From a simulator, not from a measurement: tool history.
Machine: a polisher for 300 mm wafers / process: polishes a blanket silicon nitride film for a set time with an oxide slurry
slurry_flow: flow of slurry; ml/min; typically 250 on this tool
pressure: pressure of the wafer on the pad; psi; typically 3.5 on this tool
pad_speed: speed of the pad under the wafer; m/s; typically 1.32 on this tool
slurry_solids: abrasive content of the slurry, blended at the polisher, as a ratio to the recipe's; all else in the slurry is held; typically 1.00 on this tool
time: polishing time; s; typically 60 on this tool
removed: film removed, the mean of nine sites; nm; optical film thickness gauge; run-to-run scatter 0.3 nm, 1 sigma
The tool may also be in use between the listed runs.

| run | hour | slurry_flow | pressure | pad_speed | slurry_solids | time | wafers since the last listed run | wafers polished on this pad | hours since the slurry nozzle was cleaned | hours since the head pressure was calibrated | hours since the slurry blender was calibrated | hours since the conditioning disc was replaced | incoming thickness of the incoming film, nm | removed |
|---|---|---|---|---|---|---|---|---|---|---|---|---|---|---|
| 1 | 0.0 | 250 | 3.5 | 1.68 | 0.90 | 60 | 0 | 914 | 134.8 | 78.1 | 297.0 | 182.4 | 615.0 | 44.1 |
|  | 8.4 | conditioning disc replaced and pad reconditioned |
| 2 | 24.8 | 250 | 3.5 | 1.68 | 0.90 | 60 | 204 | 1118 | 159.6 | 102.9 | 321.8 | 16.4 | 615.5 | 44.0 |
|  | 32.7 | worn pad replaced by a new one |
| 3 | 48.8 | 250 | 3.5 | 1.32 | 1.00 | 60 | 179 | 144 | 183.6 | 126.9 | 345.8 | 40.4 | 624.4 | 40.7 |
| 4 | 70.1 | 250 | 3.5 | 1.32 | 1.00 | 60 | 191 | 336 | 204.9 | 148.2 | 367.1 | 61.7 | 620.4 | 39.5 |
|  | 107.4 | slurry blender recalibrated |
| 5 | 131.4 | 250 | 3.5 | 1.32 | 1.00 | 60 | 532 | 868 | 266.2 | 209.5 | 24.0 | 123.0 | 619.9 | 39.3 |
| 6 | 164.7 | 250 | 3.5 | 1.32 | 1.00 | 60 | 299 | 1168 | 299.5 | 242.8 | 57.3 | 156.3 | 627.3 | 39.4 |
|  | 182.5 | conditioning disc replaced and pad reconditioned |
| 7 | 185.6 | 250 | 3.5 | 1.32 | 1.00 | 60 | 169 | 1337 | 320.4 | 263.7 | 78.2 | 3.1 | 617.5 | 39.6 |
|  | 191.7 | worn pad replaced by a new one |
| 8 | 206.4 | 195 | 3.5 | 1.32 | 1.00 | 60 | 150 | 131 | 341.2 | 284.5 | 99.0 | 23.9 | 629.1 | 39.3 |
|  | 218.8 | slurry nozzle cleaned |
| 9 | 234.3 | 195 | 3.5 | 1.32 | 1.00 | 60 | 241 | 373 | 15.5 | 312.4 | 126.9 | 51.8 | 615.0 | 39.3 |
| 10 | 252.0 | 195 | 3.5 | 1.32 | 1.00 | 60 | 159 | 532 | 33.2 | 330.1 | 144.6 | 69.5 | 618.7 | 38.7 |
|  | 265.2 | head pressure recalibrated |
| 11 | 268.0 | 310 | 3.5 | 1.32 | 0.85 | 60 | 125 | 658 | 49.2 | 2.8 | 160.6 | 85.5 | 619.5 | 36.5 |
| 12 | 284.9 | 310 | 3.5 | 1.32 | 0.85 | 60 | 151 | 810 | 66.1 | 19.7 | 177.5 | 102.4 | 613.4 | 36.8 |
| 13 | 297.3 | 290 | 3.5 | 1.32 | 1.00 | 60 | 111 | 921 | 78.5 | 32.1 | 189.9 | 114.8 | 612.5 | 40.2 |
| 14 | 325.0 | 250 | 3.5 | 1.32 | 1.00 | 60 | 248 | 1170 | 106.2 | 59.8 | 217.6 | 142.5 | 619.8 | 39.6 |
|  | 337.2 | worn pad replaced by a new one |
|  | 353.0 | conditioning disc replaced and pad reconditioned |
| 15 | 358.1 | 250 | 3.5 | 0.90 | 1.10 | 60 | 243 | 169 | 139.3 | 92.9 | 250.7 | 5.1 | 624.8 | 33.1 |
| 16 | 377.1 | 250 | 3.5 | 1.70 | 1.00 | 60 | 170 | 340 | 158.3 | 111.9 | 269.7 | 24.1 | 626.1 | 47.8 |
| 17 | 391.7 | 250 | 3.8 | 1.00 | 1.00 | 78 | 131 | 471 | 172.9 | 126.5 | 284.3 | 38.7 | 615.2 | 46.0 |
| 18 | 467.8 | 160 | 3.5 | 1.06 | 1.00 | 73 | 683 | 1155 | 249.0 | 202.6 | 360.4 | 114.8 | 620.0 | 39.4 |
|  | 491.5 | worn pad replaced by a new one |
| 19 | 501.3 | 250 | 3.5 | 1.06 | 1.00 | 60 | 265 | 87 | 282.5 | 236.1 | 393.9 | 148.3 | 610.4 | 34.9 |
|  | 515.9 | slurry blender recalibrated |
|  | 523.5 | conditioning disc replaced and pad reconditioned |
| 20 | 526.7 | 215 | 3.5 | 1.32 | 1.00 | 60 | 192 | 280 | 307.9 | 261.5 | 10.8 | 3.2 | 619.7 | 39.5 |
|  | 533.9 | head pressure recalibrated |
| 21 | 540.0 | 250 | 3.5 | 1.32 | 1.00 | 60 | 101 | 381 | 321.2 | 6.1 | 24.1 | 16.5 | 624.9 | 40.0 |
| 22 | 562.9 | 295 | 2.7 | 1.32 | 1.00 | 66 | 205 | 587 | 344.1 | 29.0 | 47.0 | 39.4 | 613.5 | 35.9 |
| 23 | 589.4 | 250 | 4.3 | 1.32 | 1.00 | 60 | 238 | 825 | 370.6 | 55.5 | 73.5 | 65.9 | 619.0 | 47.3 |

Run 24 has not been measured yet. What should we expect?
|  | 613.1 | slurry nozzle cleaned |
| 24 | 615.2 | 250 | 3.5 | 1.32 | 1.00 | 60 | 222 | 1048 | 2.1 | 81.3 | 99.3 | 91.7 | 618.7 | ? |

Logged for run 24: removed 39.7 nm.
Minus the tool's unlogged condition, the same run would have read removed 41.1 nm.
